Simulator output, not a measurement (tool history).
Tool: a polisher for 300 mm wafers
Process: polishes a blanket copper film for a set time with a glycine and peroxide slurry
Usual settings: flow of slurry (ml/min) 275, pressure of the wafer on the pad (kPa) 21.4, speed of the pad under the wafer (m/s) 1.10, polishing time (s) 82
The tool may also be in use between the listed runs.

| run | hour | flow of slurry (ml/min) | pressure of the wafer on the pad (kPa) | speed of the pad under the wafer (m/s) | polishing time (s) | incoming thickness of the incoming film, nm | film removed (nm) |
|---|---|---|---|---|---|---|---|
| 1 | 0.0 | 275 | 21.4 | 1.10 | 82 | 1840.6 | 490.1 |
| 2 | 19.8 | 275 | 21.4 | 1.10 | 82 | 1826.7 | 492.5 |
| 3 | 36.3 | 275 | 21.4 | 1.10 | 82 | 1803.6 | 490.7 |
| 4 | 69.1 | 275 | 24.8 | 1.10 | 82 | 1830.8 | 538.9 |
| 5 | 93.6 | 275 | 24.8 | 1.10 | 82 | 1799.9 | 538.6 |
| 6 | 113.3 | 275 | 24.8 | 1.10 | 82 | 1806.8 | 565.9 |
| 7 | 139.2 | 275 | 21.4 | 1.10 | 93 | 1794.5 | 554.9 |
|  | 156.3 | worn pad replaced by a new one |
| 8 | 156.9 | 275 | 21.4 | 1.10 | 82 | 1805.6 | 503.7 |
| 9 | 191.3 | 275 | 21.4 | 1.10 | 82 | 1798.0 | 499.4 |
| 10 | 223.4 | 275 | 21.4 | 1.10 | 82 | 1782.8 | 498.8 |
| 11 | 247.0 | 275 | 17.2 | 1.10 | 82 | 1806.0 | 432.4 |
|  | 253.2 | slurry nozzle cleaned |
| 12 | 269.4 | 275 | 17.2 | 1.10 | 82 | 1802.3 | 426.3 |
| 13 | 301.1 | 275 | 22.8 | 1.10 | 82 | 1820.9 | 515.5 |
|  | 319.8 | worn pad replaced by a new one |
| 14 | 320.3 | 275 | 22.8 | 1.10 | 82 | 1843.9 | 513.0 |
| 15 | 350.6 | 250 | 21.4 | 1.10 | 103 | 1819.6 | 614.6 |
| 16 | 371.6 | 250 | 21.4 | 1.10 | 103 | 1797.3 | 616.5 |
| 17 | 386.6 | 295 | 21.4 | 1.26 | 82 | 1811.3 | 566.6 |
| 18 | 431.1 | 275 | 21.4 | 1.30 | 82 | 1812.5 | 570.5 |
| 19 | 449.3 | 220 | 21.4 | 1.10 | 54 | 1807.5 | 310.1 |
| 20 | 472.7 | 275 | 21.4 | 1.10 | 82 | 1806.9 | 497.5 |
|  | 497.7 | worn pad replaced by a new one |
|  | 560.3 | slurry nozzle cleaned |
| 21 | 574.0 | 275 | 21.4 | 1.10 | 82 | 1805.5 | 507.4 |
| 22 | 592.6 | 275 | 21.4 | 1.10 | 82 | 1838.5 | 487.5 |
|  | 619.2 | head pressure recalibrated |
| 23 | 623.7 | 275 | 26.9 | 1.10 | 82 | 1839.3 | 586.4 |
| 24 | 643.5 | 330 | 26.2 | 0.94 | 95 | 1797.7 | 594.5 |
| 25 | 667.0 | 335 | 24.8 | 1.10 | 82 | 1805.7 | 546.7 |
|  | 690.2 | worn pad replaced by a new one |
| 26 | 700.3 | 205 | 21.4 | 1.10 | 82 | 1826.6 | 475.8 |
| 27 | 720.4 | 275 | 21.4 | 1.44 | 95 | 1837.2 | 720.6 |
| 28 | 741.6 | 185 | 21.4 | 0.72 | 99 | 1808.1 | 403.3 |
| 29 | 761.7 | 275 | 21.4 | 0.84 | 82 | 1840.5 | 398.4 |
| 30 | 783.1 | 275 | 21.4 | 1.22 | 82 | 1788.2 | 535.4 |
| 31 | 801.8 | 200 | 25.5 | 0.88 | 92 | 1800.0 | 499.3 |
| 32 | 815.6 | 275 | 21.4 | 1.10 | 82 | 1792.4 | 485.7 |
| 33 | 850.6 | 370 | 28.3 | 1.10 | 82 | 1819.5 | 616.5 |
|  | 859.8 | worn pad replaced by a new one |
| 34 | 873.9 | 275 | 21.4 | 1.10 | 90 | 1822.6 | 539.5 |
| 35 | 887.1 | 275 | 21.4 | 0.92 | 82 | 1819.4 | 421.3 |

5 ways to go on from here, each from the tool as it stands after run 35. What would each give?
| A | 887.5 | 275 | 21.4 | 1.10 | 82 | 1835.6 | ? |
| B | 887.5 | 190 | 17.2 | 1.44 | 65 | 1835.6 | ? |
| C | 887.5 | 275 | 23.4 | 1.10 | 102 | 1835.6 | ? |
| D | 887.5 | 325 | 21.4 | 1.10 | 82 | 1835.6 | ? |
| E | 887.5 | 275 | 21.4 | 1.10 | 105 | 1835.6 | ? |

| run | film removed (nm) |
|---|---|
| A | 490.2 |
| B | 404.2 |
| C | 651.4 |
| D | 497.5 |
| E | 627.7 |
Without the tool's hidden state the same runs would have given:
| run | film removed (nm) |
|---|---|
| A | 490.2 |
| B | 404.2 |
| C | 651.4 |
| D | 497.5 |
| E | 627.7 |
